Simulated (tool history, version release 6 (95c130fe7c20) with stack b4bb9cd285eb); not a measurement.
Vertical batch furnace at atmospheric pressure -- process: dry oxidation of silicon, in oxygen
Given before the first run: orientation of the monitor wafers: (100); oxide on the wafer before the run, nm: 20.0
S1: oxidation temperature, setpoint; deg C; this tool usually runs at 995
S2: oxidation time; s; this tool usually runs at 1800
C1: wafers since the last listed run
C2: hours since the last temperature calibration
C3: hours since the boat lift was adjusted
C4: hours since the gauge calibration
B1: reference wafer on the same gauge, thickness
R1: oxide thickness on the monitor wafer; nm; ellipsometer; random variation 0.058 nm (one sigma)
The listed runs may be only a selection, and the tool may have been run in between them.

{"run": 1, "hour": 0.0, "S1": 995, "S2": 1800, "C1": 0, "C2": 2682.7, "C3": 3150.4, "C4": 293.7, "B1": 46.01, "R1": 40.64}
{"run": 2, "hour": 17.0, "S1": 995, "S2": 1800, "C1": 289, "C2": 2699.7, "C3": 3167.4, "C4": 310.7, "B1": 45.97, "R1": 40.7}
{"run": 3, "hour": 38.1, "S1": 995, "S2": 1800, "C1": 359, "C2": 2720.8, "C3": 3188.5, "C4": 331.8, "B1": 46.01, "R1": 40.64}
{"run": 4, "hour": 59.4, "S1": 995, "S2": 2310, "C1": 362, "C2": 2742.1, "C3": 3209.8, "C4": 353.1, "B1": 46, "R1": 45.53}
{"run": 5, "hour": 69.0, "S1": 995, "S2": 2310, "C1": 163, "C2": 2751.7, "C3": 3219.4, "C4": 362.7, "B1": 46.01, "R1": 45.46}
{"run": 6, "hour": 83.1, "S1": 995, "S2": 1800, "C1": 240, "C2": 2765.8, "C3": 3233.5, "C4": 376.8, "B1": 46, "R1": 40.64}
{"run": 7, "hour": 90.6, "S1": 995, "S2": 1800, "C1": 127, "C2": 2773.3, "C3": 3241, "C4": 384.3, "B1": 46.01, "R1": 40.71}
{"run": 8, "hour": 106.0, "S1": 995, "S2": 1800, "C1": 262, "C2": 2788.7, "C3": 3256.4, "C4": 399.7, "B1": 45.98, "R1": 40.68}
{"run": 9, "hour": 121.9, "S1": 995, "S2": 1800, "C1": 270, "C2": 2804.6, "C3": 3272.3, "C4": 415.6, "B1": 46, "R1": 40.59}
{"run": 10, "hour": 142.9, "S1": 995, "S2": 1800, "C1": 357, "C2": 2825.6, "C3": 3293.3, "C4": 436.6, "B1": 45.97, "R1": 40.81}
{"run": 11, "hour": 156.1, "S1": 1003, "S2": 1800, "C1": 224, "C2": 2838.8, "C3": 3306.5, "C4": 449.8, "B1": 46.01, "R1": 42.99}
{"run": 12, "hour": 168.2, "S1": 985, "S2": 1800, "C1": 206, "C2": 2850.9, "C3": 3318.6, "C4": 461.9, "B1": 46, "R1": 38.19}
{"run": 13, "hour": 183.6, "S1": 985, "S2": 1800, "C1": 262, "C2": 2866.3, "C3": 3334, "C4": 477.3, "B1": 45.99, "R1": 38.27}
{"run": 14, "hour": 201.6, "S1": 995, "S2": 1800, "C1": 306, "C2": 2884.3, "C3": 3352, "C4": 495.3, "B1": 46.01, "R1": 40.61}
{"run": 15, "hour": 213.7, "S1": 987, "S2": 1560, "C1": 206, "C2": 2896.4, "C3": 3364.1, "C4": 507.4, "B1": 46.01, "R1": 36.53}
{"hour": 221.5, "done": "gauge calibrated"}
{"run": 16, "hour": 228.3, "S1": 987, "S2": 1560, "C1": 248, "C2": 2911, "C3": 3378.7, "C4": 6.8, "B1": 45.99, "R1": 36.64}
{"run": 17, "hour": 242.4, "S1": 975, "S2": 1410, "C1": 240, "C2": 2925.1, "C3": 3392.8, "C4": 20.9, "B1": 46.03, "R1": 33.18}
{"run": 18, "hour": 257.7, "S1": 995, "S2": 1800, "C1": 260, "C2": 2940.4, "C3": 3408.1, "C4": 36.2, "B1": 46.01, "R1": 40.79}
{"run": 19, "hour": 273.3, "S1": 995, "S2": 1800, "C1": 265, "C2": 2956, "C3": 3423.7, "C4": 51.8, "B1": 46.01, "R1": 40.73}
{"run": 20, "hour": 284.6, "S1": 995, "S2": 1800, "C1": 192, "C2": 2967.3, "C3": 3435, "C4": 63.1, "B1": 46.01, "R1": 40.85}
{"hour": 309.2, "done": "thermocouples replaced and temperature profile calibrated"}
{"run": 21, "hour": 309.7, "S1": 995, "S2": 1800, "C1": 18, "C2": 0.5, "C3": 3460.1, "C4": 88.2, "B1": 46, "R1": 39.37}
{"run": 22, "hour": 314.9, "S1": 972, "S2": 2670, "C1": 88, "C2": 5.7, "C3": 3465.3, "C4": 93.4, "B1": 46.01, "R1": 41.26}
{"run": 23, "hour": 320.9, "S1": 984, "S2": 1410, "C1": 102, "C2": 11.7, "C3": 3471.3, "C4": 99.4, "B1": 46, "R1": 33.6}
{"run": 24, "hour": 336.3, "S1": 995, "S2": 1800, "C1": 262, "C2": 27.1, "C3": 3486.7, "C4": 114.8, "B1": 46.02, "R1": 39.32}
{"hour": 371.6, "done": "boat lift adjusted"}
{"run": 25, "hour": 372.1, "S1": 995, "S2": 1800, "C1": 201, "C2": 62.9, "C3": 0.5, "C4": 150.6, "B1": 46, "R1": 39.38}
{"run": 26, "hour": 377.3, "S1": 1001, "S2": 2040, "C1": 88, "C2": 68.1, "C3": 5.7, "C4": 155.8, "B1": 46, "R1": 43.25}
{"run": 27, "hour": 382.4, "S1": 978, "S2": 2160, "C1": 86, "C2": 73.2, "C3": 10.8, "C4": 160.9, "B1": 45.97, "R1": 38.77}
{"run": 28, "hour": 443.9, "S1": 995, "S2": 1800, "C1": 1047, "C2": 134.7, "C3": 72.3, "C4": 222.4, "B1": 46, "R1": 39.38}
{"run": 29, "hour": 451.7, "S1": 995, "S2": 2400, "C1": 132, "C2": 142.5, "C3": 80.1, "C4": 230.2, "B1": 45.99, "R1": 44.86}
{"run": 30, "hour": 466.6, "S1": 995, "S2": 1290, "C1": 253, "C2": 157.4, "C3": 95, "C4": 245.1, "B1": 46, "R1": 34.66}
{"run": 31, "hour": 478.0, "S1": 985, "S2": 1800, "C1": 194, "C2": 168.8, "C3": 106.4, "C4": 256.5, "B1": 46, "R1": 37.12}
{"run": 32, "hour": 490.4, "S1": 980, "S2": 1080, "C1": 211, "C2": 181.2, "C3": 118.8, "C4": 268.9, "B1": 46.01, "R1": 30.41}
{"run": 33, "hour": 502.3, "S1": 1002, "S2": 2700, "C1": 202, "C2": 193.1, "C3": 130.7, "C4": 280.8, "B1": 46.01, "R1": 50.11}
{"run": 34, "hour": 520.3, "S1": 981, "S2": 990, "C1": 306, "C2": 211.1, "C3": 148.7, "C4": 298.8, "B1": 45.99, "R1": 29.76}

Run 35 has not been measured yet. What should we expect?
{"run": 35, "hour": 553.4, "S1": 1014, "S2": 1170, "C1": 563, "C2": 244.2, "C3": 181.8, "C4": 331.9, "B1": "?", "R1": "?"}

B1: 46
R1: 37.49 nm
With the hidden condition absent and the run-to-run variation left alone, this run would have shown R1 37.04 nm.

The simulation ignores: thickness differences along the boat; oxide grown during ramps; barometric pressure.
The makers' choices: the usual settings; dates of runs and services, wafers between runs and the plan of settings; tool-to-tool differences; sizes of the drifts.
